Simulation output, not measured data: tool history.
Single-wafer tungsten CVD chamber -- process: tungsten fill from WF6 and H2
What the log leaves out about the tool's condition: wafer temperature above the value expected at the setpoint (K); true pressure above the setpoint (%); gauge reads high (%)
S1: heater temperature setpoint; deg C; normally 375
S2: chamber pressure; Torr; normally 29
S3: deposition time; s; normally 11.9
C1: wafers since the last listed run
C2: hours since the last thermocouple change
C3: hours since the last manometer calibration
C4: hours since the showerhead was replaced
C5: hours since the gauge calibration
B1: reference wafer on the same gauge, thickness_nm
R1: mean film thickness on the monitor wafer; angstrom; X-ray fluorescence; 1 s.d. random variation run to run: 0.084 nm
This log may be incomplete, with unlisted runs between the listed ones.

run 1 hour=0 | S1=375 S2=29 S3=11.9 | C1=0 C2=1654.3 C3=2795.3 C4=7922.8 C5=189.2 | B1=23.926 | R1=202
-- hour=3.3 gauge calibrated
run 2 hour=16.2 | S1=375 S2=29 S3=11.9 | C1=520 C2=1670.5 C3=2811.5 C4=7939 C5=12.9 | B1=23.913 | R1=201.54
run 3 hour=32 | S1=375 S2=29 S3=11.9 | C1=507 C2=1686.3 C3=2827.3 C4=7954.8 C5=28.7 | B1=23.927 | R1=201.62
run 4 hour=41 | S1=375 S2=29 S3=11.9 | C1=289 C2=1695.3 C3=2836.3 C4=7963.8 C5=37.7 | B1=23.88 | R1=201.04
run 5 hour=83.1 | S1=375 S2=29 S3=11.9 | C1=1352 C2=1737.4 C3=2878.4 C4=8005.9 C5=79.8 | B1=23.887 | R1=199.38
-- hour=95.1 thermocouple changed; heater temperature recalibrated
-- hour=100.8 showerhead replaced
run 6 hour=101.3 | S1=375 S2=23.3 S3=11.9 | C1=143 C2=6.2 C3=2896.6 C4=0.5 C5=98 | B1=23.874 | R1=197.27
run 7 hour=113.3 | S1=375 S2=23.3 S3=11.9 | C1=385 C2=18.2 C3=2908.6 C4=12.5 C5=110 | B1=23.877 | R1=195.62
run 8 hour=121.6 | S1=375 S2=24.5 S3=11.9 | C1=266 C2=26.5 C3=2916.9 C4=20.8 C5=118.3 | B1=23.916 | R1=202.51
run 9 hour=138.5 | S1=375 S2=24.5 S3=11.9 | C1=542 C2=43.4 C3=2933.8 C4=37.7 C5=135.2 | B1=23.929 | R1=202.41
run 10 hour=146.4 | S1=375 S2=24.5 S3=11.9 | C1=253 C2=51.3 C3=2941.7 C4=45.6 C5=143.1 | B1=23.886 | R1=201.9
-- hour=152.4 gauge calibrated
-- hour=163.5 capacitance manometer re-zeroed and calibrated
run 11 hour=164 | S1=375 S2=29 S3=11.9 | C1=308 C2=68.9 C3=0.5 C4=63.2 C5=11.6 | B1=23.92 | R1=220.31
run 12 hour=175.7 | S1=390 S2=29 S3=11.9 | C1=375 C2=80.6 C3=12.2 C4=74.9 C5=23.3 | B1=23.932 | R1=302.1
run 13 hour=182.3 | S1=366 S2=26.9 S3=9.7 | C1=211 C2=87.2 C3=18.8 C4=81.5 C5=29.9 | B1=23.896 | R1=141.58
run 14 hour=188.9 | S1=375 S2=29 S3=11.9 | C1=211 C2=93.8 C3=25.4 C4=88.1 C5=36.5 | B1=23.902 | R1=219.85
run 15 hour=201.2 | S1=370 S2=34.8 S3=11.9 | C1=395 C2=106.1 C3=37.7 C4=100.4 C5=48.8 | B1=23.917 | R1=216.08
run 16 hour=214.3 | S1=367 S2=22.9 S3=13.6 | C1=420 C2=119.2 C3=50.8 C4=113.5 C5=61.9 | B1=23.946 | R1=185.29
run 17 hour=226.1 | S1=375 S2=24.5 S3=11.9 | C1=378 C2=131 C3=62.6 C4=125.3 C5=73.7 | B1=23.888 | R1=200.6
run 18 hour=232.2 | S1=363 S2=26.5 S3=13.3 | C1=195 C2=137.1 C3=68.7 C4=131.4 C5=79.8 | B1=23.884 | R1=179.08
run 19 hour=248.9 | S1=371 S2=22.8 S3=11.9 | C1=536 C2=153.8 C3=85.4 C4=148.1 C5=96.5 | B1=23.907 | R1=177.2
run 20 hour=262.8 | S1=385 S2=26 S3=13.6 | C1=446 C2=167.7 C3=99.3 C4=162 C5=110.4 | B1=23.945 | R1=290.62

Alternative continuations, all from the tool just after run 20; predict every row:
run A hour=263.2 | S1=375 S2=29 S3=13.6 | C1=12 C2=168.1 C3=99.7 C4=162.4 C5=110.8 | B1=? | R1=?
run B hour=263.2 | S1=375 S2=32.1 S3=10.6 | C1=12 C2=168.1 C3=99.7 C4=162.4 C5=110.8 | B1=? | R1=?
run C hour=263.2 | S1=362 S2=26.4 S3=11 | C1=12 C2=168.1 C3=99.7 C4=162.4 C5=110.8 | B1=? | R1=?
run D hour=263.2 | S1=363 S2=29 S3=13.8 | C1=12 C2=168.1 C3=99.7 C4=162.4 C5=110.8 | B1=? | R1=?
run E hour=263.2 | S1=384 S2=32.2 S3=13.7 | C1=12 C2=168.1 C3=99.7 C4=162.4 C5=110.8 | B1=? | R1=?

run=A B1=23.872 R1=251.04
run=B B1=23.872 R1=206.01
run=C B1=23.872 R1=144.13
run=D B1=23.872 R1=194.59
run=E B1=23.872 R1=323.73
What these runs would have given with no unlogged condition in the tool:
run=A R1=263.73
run=B R1=216.43
run=C R1=151.84
run=D R1=204.97
run=E R1=339.42

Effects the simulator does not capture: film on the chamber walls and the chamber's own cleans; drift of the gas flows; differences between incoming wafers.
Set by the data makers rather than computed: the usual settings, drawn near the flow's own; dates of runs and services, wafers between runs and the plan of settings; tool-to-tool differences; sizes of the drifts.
